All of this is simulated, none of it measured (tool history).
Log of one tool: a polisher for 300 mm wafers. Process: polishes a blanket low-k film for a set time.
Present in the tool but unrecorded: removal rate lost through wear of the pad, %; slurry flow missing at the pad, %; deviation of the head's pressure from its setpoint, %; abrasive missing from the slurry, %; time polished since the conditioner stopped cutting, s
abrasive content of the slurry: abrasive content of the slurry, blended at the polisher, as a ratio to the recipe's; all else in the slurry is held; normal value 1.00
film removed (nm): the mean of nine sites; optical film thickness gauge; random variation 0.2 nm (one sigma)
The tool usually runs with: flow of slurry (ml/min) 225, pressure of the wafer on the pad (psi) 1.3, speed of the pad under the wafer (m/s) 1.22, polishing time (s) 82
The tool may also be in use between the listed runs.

run,hour,flow of slurry (ml/min),pressure of the wafer on the pad (psi),speed of the pad under the wafer (m/s),abrasive content of the slurry,polishing time (s),wafers since the last listed run,wafers polished on this pad,hours since the slurry nozzle was cleaned,hours since the head pressure was calibrated,hours since the slurry blender was calibrated,hours since the conditioning disc was replaced,"incoming thickness of the incoming film, nm",film removed (nm)
1,0.0,225,1.3,1.22,1.00,82,0,3494,497.7,419.7,219.2,56.4,335.7,22.3
# hour 13.2: head pressure recalibrated
# hour 31.4: slurry nozzle cleaned
2,46.4,225,1.3,1.22,1.00,82,468,3962,15.0,33.2,265.6,102.8,333.7,24.1
# hour 107.0: worn pad replaced by a new one
3,147.2,225,1.3,1.22,1.00,82,1045,434,115.8,134.0,366.4,203.6,325.3,23.6
# hour 191.6: slurry blender recalibrated
4,194.7,225,1.3,1.22,1.00,82,491,925,163.3,181.5,3.1,251.1,336.3,23.6
5,252.3,225,1.3,1.22,1.00,82,622,1548,220.9,239.1,60.7,308.7,330.0,23.0
# hour 296.1: conditioning disc replaced and pad reconditioned
6,340.9,225,1.3,1.22,1.00,82,935,2483,309.5,327.7,149.3,44.8,329.9,23.0
# hour 371.5: head pressure recalibrated
# hour 435.5: worn pad replaced by a new one
7,443.6,225,1.3,1.08,1.00,82,1044,87,412.2,72.1,252.0,147.5,326.8,22.0
8,502.1,225,1.3,1.08,1.00,82,631,719,470.7,130.6,310.5,206.0,325.2,21.2
# hour 530.7: slurry nozzle cleaned
9,552.7,225,1.3,1.22,1.00,82,535,1255,22.0,181.2,361.1,256.6,332.7,23.2
10,654.0,225,1.3,1.22,1.00,82,1094,2349,123.3,282.5,462.4,357.9,325.7,22.9
# hour 668.6: conditioning disc replaced and pad reconditioned
11,698.0,260,1.3,1.22,1.00,82,453,2803,167.3,326.5,506.4,29.4,323.8,22.8
# hour 708.9: slurry blender recalibrated
# hour 748.0: head pressure recalibrated
12,761.1,285,1.3,1.22,1.00,64,638,3441,230.4,13.1,52.2,92.5,329.8,19.3
# hour 856.5: worn pad replaced by a new one, of another model than before
13,865.3,245,1.3,1.44,1.00,82,1082,95,334.6,117.3,156.4,196.7,332.0,26.0
14,904.9,225,1.3,1.22,1.00,82,427,523,374.2,156.9,196.0,236.3,330.1,24.0
15,960.9,225,1.3,1.22,1.00,82,604,1128,430.2,212.9,252.0,292.3,331.4,23.8
# hour 1007.3: conditioning disc replaced and pad reconditioned
# hour 1026.2: slurry nozzle cleaned
16,1059.5,225,1.3,0.98,1.00,82,1032,2160,33.3,311.5,350.6,52.2,335.6,21.1
17,1117.1,170,1.0,1.22,1.00,97,622,2783,90.9,369.1,408.2,109.8,331.6,20.6
# hour 1180.6: head pressure recalibrated
# hour 1194.3: slurry blender recalibrated
18,1210.7,155,1.6,1.22,1.15,95,967,3750,184.5,30.1,16.4,203.4,326.3,31.8
# hour 1241.9: worn pad replaced by a new one
19,1302.7,225,1.8,1.22,1.00,82,950,656,276.5,122.1,108.4,295.4,332.8,31.3
20,1342.6,225,0.8,0.82,1.00,82,430,1087,316.4,162.0,148.3,335.3,324.9,14.3
# hour 1374.3: conditioning disc replaced and pad reconditioned
21,1410.5,225,1.3,1.22,1.00,82,711,1799,384.3,229.9,216.2,36.2,329.2,23.6
22,1456.2,225,1.3,1.22,1.00,82,493,2293,430.0,275.6,261.9,81.9,332.9,23.4
# hour 1460.2: slurry nozzle cleaned
23,1513.6,255,0.8,0.80,1.00,82,609,2902,53.4,333.0,319.3,139.3,326.7,13.8
# hour 1590.4: head pressure recalibrated
# hour 1607.8: slurry blender recalibrated
24,1608.3,175,1.3,1.56,1.00,82,979,3882,148.1,17.9,0.5,234.0,327.2,25.9

Forecast each of these 5 alternatives for the next run:
A,1608.8,225,1.3,1.22,1.00,82,5,3887,148.6,18.4,1.0,234.5,322.6,?
B,1608.8,275,1.3,1.60,1.00,59,5,3887,148.6,18.4,1.0,234.5,322.6,?
C,1608.8,175,1.0,1.22,1.00,69,5,3887,148.6,18.4,1.0,234.5,322.6,?
D,1608.8,285,1.1,1.22,0.85,82,5,3887,148.6,18.4,1.0,234.5,322.6,?
E,1608.8,270,0.9,0.90,1.00,82,5,3887,148.6,18.4,1.0,234.5,322.6,?

run,film removed (nm)
A,24.1
B,20.2
C,15.7
D,20.6
E,16.7
The same runs, with their run-to-run variation unchanged, on a tool lacking any hidden condition would have given:
run,film removed (nm)
A,24.1
B,20.2
C,15.6
D,20.5
E,16.6
